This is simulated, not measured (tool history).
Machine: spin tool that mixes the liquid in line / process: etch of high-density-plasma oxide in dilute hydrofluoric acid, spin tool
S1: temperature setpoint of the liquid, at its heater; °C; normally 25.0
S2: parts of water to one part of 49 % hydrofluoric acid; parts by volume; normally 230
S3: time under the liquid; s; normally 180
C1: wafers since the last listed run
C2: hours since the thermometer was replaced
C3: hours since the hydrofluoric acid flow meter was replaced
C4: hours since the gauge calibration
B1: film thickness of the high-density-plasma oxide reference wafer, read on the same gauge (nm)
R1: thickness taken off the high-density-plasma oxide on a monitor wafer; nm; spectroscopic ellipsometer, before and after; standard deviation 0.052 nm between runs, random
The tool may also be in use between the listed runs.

run    hour    S1   S2   S3    C1      C2      C3      C4     B1     R1
  1     0.0  25.0  175  120     0  1296.4  1350.8   687.4  40.00   4.82
  2    36.5  25.0  175  120   214  1332.9  1387.3   723.9  39.99   4.89
  3   110.0  25.0  230  180   431  1406.4  1460.8   797.4  40.00   5.17
  4   171.6  25.0  230  180   361  1468.0  1522.4   859.0  40.00   5.32
  5   212.5  25.0  230  125   240  1508.9  1563.3   899.9  40.02   3.65
  6   301.7  25.0  230  125   523  1598.1  1652.5   989.1  40.02   3.54
  7   433.4  25.0  230  125   773  1729.8  1784.2  1120.8  39.97   3.59
  8   503.8  25.0  230  180   413  1800.2  1854.6  1191.2  40.00   5.10
      537.4  -- gauge calibrated
  9   544.6  25.0  230  180   239  1841.0  1895.4     7.2  39.99   5.20
 10   621.4  25.0  230  180   451  1917.8  1972.2    84.0  40.01   5.16
 11   709.0  25.0  180  180   514  2005.4  2059.8   171.6  40.01   6.88
      732.1  -- thermometer replaced
 12   749.9  25.0  230  180   234    17.8  2100.7   212.5  39.97   5.52
      766.3  -- hydrofluoric acid flow meter replaced
 13   797.3  25.0  230  180   272    65.2    31.0   259.9  39.98   5.41
 14   837.7  25.0  330  115   237   105.6    71.4   300.3  39.99   2.21
 15   890.5  25.0  185  180   310   158.4   124.2   353.1  40.02   7.06
 16   932.0  27.5  305  285   243   199.9   165.7   394.6  40.00   6.52
 17   994.2  25.0  230  180   365   262.1   227.9   456.8  39.99   5.36
 18  1054.6  29.0  180  285   354   322.5   288.3   517.2  40.01  13.30
 19  1143.1  25.0  230  180   519   411.0   376.8   605.7  40.01   5.39
 20  1188.7  25.0  290  265   267   456.6   422.4   651.3  40.03   5.95
 21  1239.8  25.0  180  110   300   507.7   473.5   702.4  39.98   4.42
 22  1288.4  25.0  230  180   285   556.3   522.1   751.0  40.00   5.43
     1509.9  -- gauge calibrated
 23  1511.3  23.5  195  140  1309   779.2   745.0     1.4  40.01   4.82
 24  1596.6  28.0  160  235   501   864.5   830.3    86.7  39.99  11.93
 25  1661.4  25.0  230  180   380   929.3   895.1   151.5  40.03   5.22
 26  1704.8  25.0  150   90   254   972.7   938.5   194.9  39.98   4.36
 27  1768.5  29.0  130  275   374  1036.4  1002.2   258.6  39.98  18.61

Forecast each of these 5 alternatives for the next run:
  A  1769.0  25.0  230  180   2  1036.9  1002.7  259.1   ?   ?
  B  1769.0  23.0  230  180   2  1036.9  1002.7  259.1   ?   ?
  C  1769.0  22.5  300   95   2  1036.9  1002.7  259.1   ?   ?
  D  1769.0  29.5  230  110   2  1036.9  1002.7  259.1   ?   ?
  E  1769.0  29.0  175  225   2  1036.9  1002.7  259.1   ?   ?

run     B1     R1
  A  40.03   5.27
  B  40.03   4.90
  C  40.03   1.82
  D  40.03   3.78
  E  40.03  10.64
Without the tool's unlogged condition, the same runs would have read:
run     R1
  A   5.46
  B   5.08
  C   1.89
  D   3.91
  E  11.03

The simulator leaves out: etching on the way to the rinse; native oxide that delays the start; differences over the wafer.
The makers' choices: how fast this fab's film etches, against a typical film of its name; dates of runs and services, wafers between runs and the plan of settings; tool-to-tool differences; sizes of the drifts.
